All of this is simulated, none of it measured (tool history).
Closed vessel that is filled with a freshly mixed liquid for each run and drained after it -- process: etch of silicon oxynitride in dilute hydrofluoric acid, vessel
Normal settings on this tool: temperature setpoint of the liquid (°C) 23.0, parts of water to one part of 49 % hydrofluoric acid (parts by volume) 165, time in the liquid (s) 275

run	hour	temperature setpoint of the liquid (°C)	parts of water to one part of 49 % hydrofluoric acid (parts by volume)	time in the liquid (s)	read-back film thickness of the silicon oxynitride reference wafer, read on the same gauge (nm)	thickness taken off the silicon oxynitride on a monitor wafer (nm)
1	0.0	19.5	165	275	69.997	4.132
2	103.2	19.5	165	275	69.975	4.197
3	186.0	23.0	165	400	70.037	7.216
4	233.1	23.0	165	400	69.953	7.438
# hour 308.1: thermometer replaced
5	317.3	23.0	165	275	70.020	4.589
6	357.8	23.0	165	275	69.948	4.668
7	411.0	23.0	165	275	70.040	4.642
# hour 453.0: hydrofluoric acid flow meter replaced
8	484.3	26.0	165	275	70.029	5.383
9	554.8	23.0	165	275	70.019	4.691
10	606.5	20.0	90	205	70.041	6.141
# hour 621.6: gauge calibrated
11	651.4	21.0	165	345	69.986	5.501
12	707.1	26.0	125	275	69.984	7.572
13	759.9	23.0	165	275	69.954	4.936
14	798.1	19.5	140	230	70.033	4.228

Forecast each of these 5 alternatives for the next run:
A	798.8	23.0	165	275	?	?
B	798.8	20.0	165	415	?	?
C	798.8	23.0	165	360	?	?
D	798.8	21.5	230	365	?	?
E	798.8	19.0	120	220	?	?

run	read-back film thickness of the silicon oxynitride reference wafer, read on the same gauge (nm)	thickness taken off the silicon oxynitride on a monitor wafer (nm)
A	69.982	5.016
B	69.982	6.600
C	69.982	6.567
D	69.982	4.253
E	69.982	4.743
Take away the tool's hidden state, keep each run's random variation, and the runs would have read:
run	thickness taken off the silicon oxynitride on a monitor wafer (nm)
A	4.589
B	6.021
C	6.007
D	3.897
E	4.313
